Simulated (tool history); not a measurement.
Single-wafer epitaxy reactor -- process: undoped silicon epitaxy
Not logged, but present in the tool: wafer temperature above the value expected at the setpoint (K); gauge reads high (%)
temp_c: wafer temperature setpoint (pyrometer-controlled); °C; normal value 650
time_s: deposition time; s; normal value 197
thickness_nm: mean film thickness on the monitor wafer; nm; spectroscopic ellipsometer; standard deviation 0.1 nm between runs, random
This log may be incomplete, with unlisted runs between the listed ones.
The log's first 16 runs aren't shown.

run    hour  temp_c  time_s  wafers since the last listed run  hours since the last pyrometer calibration  hours since the gauge calibration  read-back reference wafer on the same gauge, thickness_nm  thickness_nm
 17  1198.8     650     197                               834                                       306.4                             1662.5                                                     32.961        32.053
 18  1236.5     657     227                               310                                       344.1                             1700.2                                                     33.025        43.341
 19  1288.4     643     214                               427                                       396.0                             1752.1                                                     32.986        29.540
 20  1457.9     643     227                              1395                                       565.5                             1921.6                                                     33.010        31.211
 21  1528.8     635     215                               583                                       636.4                             1992.5                                                     33.033        24.370
 22  1584.4     650     220                               457                                       692.0                             2048.1                                                     33.014        35.962
     1627.6  -- gauge calibrated
 23  1667.9     655     160                               687                                       775.5                               40.3                                                     33.001        29.312
 24  1721.4     654     197                               440                                       829.0                               93.8                                                     33.009        35.440
 25  1762.6     650     197                               339                                       870.2                              135.0                                                     32.982        32.296
 26  1815.5     659     212                               435                                       923.1                              187.9                                                     33.006        42.913
 27  1890.1     650     197                               613                                       997.7                              262.5                                                     33.021        32.144
 28  1982.2     641     208                               758                                      1089.8                              354.6                                                     33.032        27.496
 29  2049.2     642     216                               551                                      1156.8                              421.6                                                     32.984        29.092
 30  2137.8     663     171                               729                                      1245.4                              510.2                                                     32.994        38.012
     2348.2  -- pyrometer calibrated
 31  2366.5     650     221                              1816                                        18.3                              738.9                                                     33.002        35.424
 32  2459.1     638     197                               762                                       110.9                              831.5                                                     33.017        23.686
 33  2544.1     643     227                               699                                       195.9                              916.5                                                     33.003        30.907
 34  2643.0     650     197                               813                                       294.8                             1015.4                                                     33.007        31.843

5 options for the next run, each taken on its own from the tool as it stands now. Forecast them:
  A  2643.5     650     168                                 4                                       295.3                             1015.9                                                          ?             ?
  B  2643.5     644     167                                 4                                       295.3                             1015.9                                                          ?             ?
  C  2643.5     644     169                                 4                                       295.3                             1015.9                                                          ?             ?
  D  2643.5     656     197                                 4                                       295.3                             1015.9                                                          ?             ?
  E  2643.5     654     170                                 4                                       295.3                             1015.9                                                          ?             ?

run  read-back reference wafer on the same gauge, thickness_nm  thickness_nm
  A                                                     32.992        27.081
  B                                                     32.992        23.303
  C                                                     32.992        23.582
  D                                                     32.992        36.610
  E                                                     32.992        30.136
With the hidden condition removed and each run's random variation left untouched, the same runs would have given:
run  thickness_nm
  A        26.835
  B        23.088
  C        23.365
  D        36.281
  E        29.864
